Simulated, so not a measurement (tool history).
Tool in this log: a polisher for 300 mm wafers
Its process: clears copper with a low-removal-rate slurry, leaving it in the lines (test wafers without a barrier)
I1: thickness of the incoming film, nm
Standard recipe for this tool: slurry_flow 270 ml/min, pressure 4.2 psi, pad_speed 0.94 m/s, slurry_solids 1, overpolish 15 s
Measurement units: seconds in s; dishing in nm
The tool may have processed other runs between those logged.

Run 1, day 0: usual settings; I1 367.6. Result: seconds 71.1 s, dishing 37.2 nm.
Run 2, day 1.375: usual settings; I1 371. Result: seconds 71.4 s, dishing 36.2 nm.
Run 3, day 2.258: usual settings; I1 376.7. Result: seconds 72 s, dishing 37.8 nm.
Run 4, day 2.783: usual settings but slurry_flow 240 ml/min; I1 377.4. Result: seconds 73.6 s, dishing 37.7 nm.
Run 5, day 3.392: usual settings but slurry_flow 240 ml/min; I1 371.2. Result: seconds 74.5 s, dishing 38.2 nm.
Run 6, day 4.392: usual settings but slurry_flow 240 ml/min; I1 366.4. Result: seconds 72.5 s, dishing 38.6 nm.
Run 7, day 5.067: usual settings; I1 368.6. Result: seconds 73.2 s, dishing 39 nm.
Run 8, day 6.408: usual settings; I1 364.3. Result: seconds 71.9 s, dishing 37.2 nm.
Run 9, day 8.571: usual settings but slurry_flow 225 ml/min; I1 366.8. Result: seconds 72.1 s, dishing 38.4 nm.
Run 10, day 9.571: usual settings; I1 370.4. Result: seconds 73 s, dishing 38.8 nm.
Run 11, day 10.492: usual settings but slurry_flow 315 ml/min, pad_speed 0.68 m/s, slurry_solids 1.3, overpolish 20 s; I1 367.8. Result: seconds 95.6 s, dishing 38.2 nm.
Run 12, day 11.412: usual settings but pressure 3 psi, pad_speed 1.06 m/s, slurry_solids 0.7, overpolish 12 s; I1 371.7. Result: seconds 96.7 s, dishing 26.8 nm.
Run 13, day 12.825: usual settings; I1 366.7. Result: seconds 71.8 s, dishing 38.9 nm.
Run 14, day 13.908: usual settings but slurry_flow 340 ml/min, pressure 5.5 psi, slurry_solids 0.75, overpolish 9 s; I1 369.6. Result: seconds 57.8 s, dishing 31.6 nm.
Run 15, day 15.288: usual settings but pressure 5 psi, pad_speed 0.84 m/s; I1 362.3. Result: seconds 67 s, dishing 40.2 nm.
Run 16, day 16.754: usual settings; I1 373.7. Result: seconds 73.7 s, dishing 37.6 nm.
Run 17, day 17.467: usual settings; I1 369.9. Result: seconds 71.7 s, dishing 38.4 nm.
Run 18, day 18.508: usual settings but pressure 2.7 psi, overpolish 8 s; I1 367.1. Result: seconds 110.5 s, dishing 15.8 nm.
Run 19, day 19.221: usual settings but pressure 3.7 psi; I1 376.5. Result: seconds 83.7 s, dishing 35.2 nm.
Run 20, day 20.533: usual settings but pressure 3.6 psi, slurry_solids 0.85; I1 372.2. Result: seconds 87.8 s, dishing 33.8 nm.

Not shown here: 9 entries made in the log between runs. Locate each between two listed runs and compare the hidden state at the listed run before it with the hidden state at the listed run after it:
Logged between run 1 and run 2: slurry blender recalibrated (day 0.7)
  nothing in the hidden state changes from one run to the other
Logged between run 3 and run 4: worn pad replaced by a new one (day 2.446)
  nothing in the hidden state changes from one run to the other
Logged between run 8 and run 9: slurry blender recalibrated (day 7.508); worn pad replaced by a new one (day 7.538)
  nothing in the hidden state changes from one run to the other
Logged between run 9 and run 10: head pressure recalibrated (day 8.825)
  nothing in the hidden state changes from one run to the other
Logged between run 12 and run 13: worn pad replaced by a new one (day 12.371)
  nothing in the hidden state changes from one run to the other
Logged between run 14 and run 15: slurry nozzle cleaned (day 14.379); slurry blender recalibrated (day 14.971)
  nothing in the hidden state changes from one run to the other
Logged between run 16 and run 17: worn pad replaced by a new one (day 17.429)
  nothing in the hidden state changes from one run to the other
